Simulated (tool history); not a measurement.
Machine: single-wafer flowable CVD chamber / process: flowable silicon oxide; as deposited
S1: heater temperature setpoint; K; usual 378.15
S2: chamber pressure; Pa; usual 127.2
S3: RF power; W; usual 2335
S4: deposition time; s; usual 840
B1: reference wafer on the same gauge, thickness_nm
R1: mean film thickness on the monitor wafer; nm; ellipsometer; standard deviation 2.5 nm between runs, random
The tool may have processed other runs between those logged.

run 1 day=0 | S1=378.15 S2=127.2 S3=2335 S4=840 | B1=521.913 | R1=629.117
run 2 day=0.546 | S1=378.15 S2=127.2 S3=2335 S4=840 | B1=522.638 | R1=625.699
run 3 day=1.112 | S1=378.15 S2=127.2 S3=2335 S4=840 | B1=521.81 | R1=625.876
run 4 day=1.908 | S1=378.15 S2=127.2 S3=2335 S4=840 | B1=520.844 | R1=626.351
run 5 day=2.525 | S1=378.15 S2=127.2 S3=2335 S4=840 | B1=522.412 | R1=623.541
-- day=3.571 showerhead replaced
run 6 day=3.792 | S1=378.15 S2=127.2 S3=2335 S4=840 | B1=522.168 | R1=625.798
-- day=4.079 gauge calibrated
run 7 day=5.004 | S1=378.15 S2=127.2 S3=2335 S4=840 | B1=522.407 | R1=630.018
-- day=5.454 capacitance manometer re-zeroed and calibrated
run 8 day=5.625 | S1=382.15 S2=127.2 S3=2600 S4=840 | B1=522.17 | R1=481.202
run 9 day=6.271 | S1=378.15 S2=104.8 S3=2335 S4=840 | B1=521.242 | R1=433.527
-- day=6.729 RF generator calibrated
run 10 day=6.8 | S1=388.15 S2=127.2 S3=2120 S4=840 | B1=521.121 | R1=396.615
-- day=7.362 thermocouple changed; heater temperature recalibrated
-- day=7.804 capacitance manometer re-zeroed and calibrated, repeated, since the last time left the tool worse
run 11 day=7.825 | S1=378.15 S2=127.2 S3=2335 S4=840 | B1=520.664 | R1=591.995
run 12 day=8.204 | S1=383.15 S2=127.2 S3=2335 S4=709 | B1=522.073 | R1=432.407
run 13 day=9.254 | S1=378.15 S2=147.9 S3=2335 S4=697 | B1=522.264 | R1=568.063
run 14 day=10.508 | S1=378.15 S2=96.1 S3=2335 S4=840 | B1=522.195 | R1=448.125
-- day=10.988 gauge calibrated
run 15 day=11.6 | S1=383.15 S2=127.2 S3=2335 S4=709 | B1=521.862 | R1=434.714

What if the next run were any one of these 4? Each begins from the tool's condition after run 15:
run A day=11.625 | S1=374.15 S2=127.2 S3=2335 S4=840 | B1=? | R1=?
run B day=11.625 | S1=364.15 S2=127.2 S3=2335 S4=1001 | B1=? | R1=?
run C day=11.625 | S1=371.15 S2=127.2 S3=2125 S4=840 | B1=? | R1=?
run D day=11.625 | S1=367.15 S2=127.2 S3=2335 S4=956 | B1=? | R1=?

run=A B1=521.33 R1=673.527
run=B B1=521.33 R1=1074.111
run=C B1=521.33 R1=727.683
run=D B1=521.33 R1=939.413
Stripped of hidden state, with their random variation kept, the same runs would have yielded:
run=A R1=671.601
run=B R1=1071.04
run=C R1=725.603
run=D R1=936.727
